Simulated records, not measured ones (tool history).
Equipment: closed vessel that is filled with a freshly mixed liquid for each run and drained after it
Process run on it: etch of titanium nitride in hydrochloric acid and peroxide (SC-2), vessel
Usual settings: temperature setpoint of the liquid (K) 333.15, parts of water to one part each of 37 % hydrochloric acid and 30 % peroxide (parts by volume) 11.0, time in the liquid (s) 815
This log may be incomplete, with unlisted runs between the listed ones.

run	day	temperature setpoint of the liquid (K)	parts of water to one part each of 37 % hydrochloric acid and 30 % peroxide (parts by volume)	time in the liquid (s)	wafers since the last listed run	hours since the thermometer was replaced	hours since the chemicals flow meter was replaced	hours since the drum of peroxide was connected	hours since the gauge calibration	read-back film thickness of the titanium nitride reference wafer, read on the same gauge (nm)	thickness taken off the titanium nitride on a monitor wafer (angstrom)
1	0.000	333.15	11.0	815	0	21.6	2529.8	569.3	479.2	119.98	413.5
2	0.517	333.15	11.0	815	856	34.0	2542.2	581.7	491.6	119.99	413.2
# day 1.000: gauge calibrated
3	1.054	333.15	11.0	815	890	46.9	2555.1	594.6	1.3	119.98	414.6
4	1.621	333.15	11.0	815	939	60.5	2568.7	608.2	14.9	119.97	413.2
# day 2.304: chemicals flow meter replaced
5	2.475	333.15	11.0	815	1346	81.0	4.1	628.7	35.4	120.01	385.5
6	2.942	333.15	11.0	815	773	92.2	15.3	639.9	46.6	119.99	385.2
7	3.479	329.15	13.5	385	890	105.1	28.2	652.8	59.5	120.00	117.9
8	3.758	329.65	6.5	815	462	111.8	34.9	659.5	66.2	119.97	480.5
9	4.071	333.15	12.5	610	517	119.3	42.4	667.0	73.7	120.00	259.6
10	4.612	333.15	11.0	815	897	132.3	55.4	680.0	86.7	120.01	384.5
11	5.083	333.15	11.0	815	780	143.6	66.7	691.3	98.0	119.96	382.1
# day 5.442: chemicals flow meter replaced, repeated, since the last time left the tool worse
12	6.562	333.15	15.0	815	2382	179.1	26.9	726.8	133.5	119.98	340.9
13	7.238	333.15	11.0	815	1118	195.3	43.1	743.0	149.7	120.01	444.2
14	7.538	333.15	13.0	425	497	202.5	50.3	750.2	156.9	120.01	200.8
15	7.800	333.15	11.0	385	435	208.8	56.6	756.5	163.2	120.04	209.6
16	8.438	330.15	11.0	815	1056	224.1	71.9	771.8	178.5	120.02	364.5
# day 10.033: new drum of peroxide connected
17	10.192	339.15	6.0	550	2838	266.2	114.0	3.8	220.6	120.00	707.8
18	10.471	333.15	11.0	815	462	272.9	120.7	10.5	227.3	120.01	446.9
19	10.725	333.15	7.5	540	421	279.0	126.8	16.6	233.4	119.99	406.1
20	11.442	340.65	11.0	515	1187	296.2	144.0	33.8	250.6	120.01	441.7
21	12.092	333.15	14.5	405	1077	311.8	159.6	49.4	266.2	119.99	174.1
22	12.388	333.15	11.0	815	490	318.9	166.7	56.5	273.3	120.01	442.3
23	13.133	327.65	9.5	1130	1236	336.8	184.6	74.4	291.2	119.94	488.8
24	13.767	333.15	11.0	640	1049	352.0	199.8	89.6	306.4	120.03	347.8
25	14.388	341.15	15.5	440	1028	366.9	214.7	104.5	321.3	120.01	286.7
26	14.650	333.15	11.0	815	435	373.2	221.0	110.8	327.6	119.96	440.5
27	15.212	325.15	11.0	815	932	386.7	234.5	124.3	341.1	119.99	265.6
28	15.858	333.15	11.0	670	1070	402.2	250.0	139.8	356.6	120.01	363.6

Difference, measured minus no-hidden-state, one row per run. Run-to-run variation is common to both terms; the gauge's own scatter need not be:
Hidden conditions of the tool in this case: liquid colder than its thermometer reads (K); chemicals flow below the setpoint (%); peroxide weaker than its label (%); gauge reads high (%).
run	thickness taken off the titanium nitride on a monitor wafer (angstrom)
1	-32.6
2	-32.7
3	-33.1
4	-33.1
5	-59.2
6	-59.4
7	-18.8
8	-67.3
9	-41.1
10	-59.9
11	-59.7
12	-0.2
13	-0.6
14	-0.3
15	-0.3
16	-0.7
17	-2.0
18	-1.5
19	-1.3
20	-1.8
21	-0.8
22	-2.0
23	-2.4
24	-1.9
25	-1.8
26	-2.6
27	-1.8
28	-2.6

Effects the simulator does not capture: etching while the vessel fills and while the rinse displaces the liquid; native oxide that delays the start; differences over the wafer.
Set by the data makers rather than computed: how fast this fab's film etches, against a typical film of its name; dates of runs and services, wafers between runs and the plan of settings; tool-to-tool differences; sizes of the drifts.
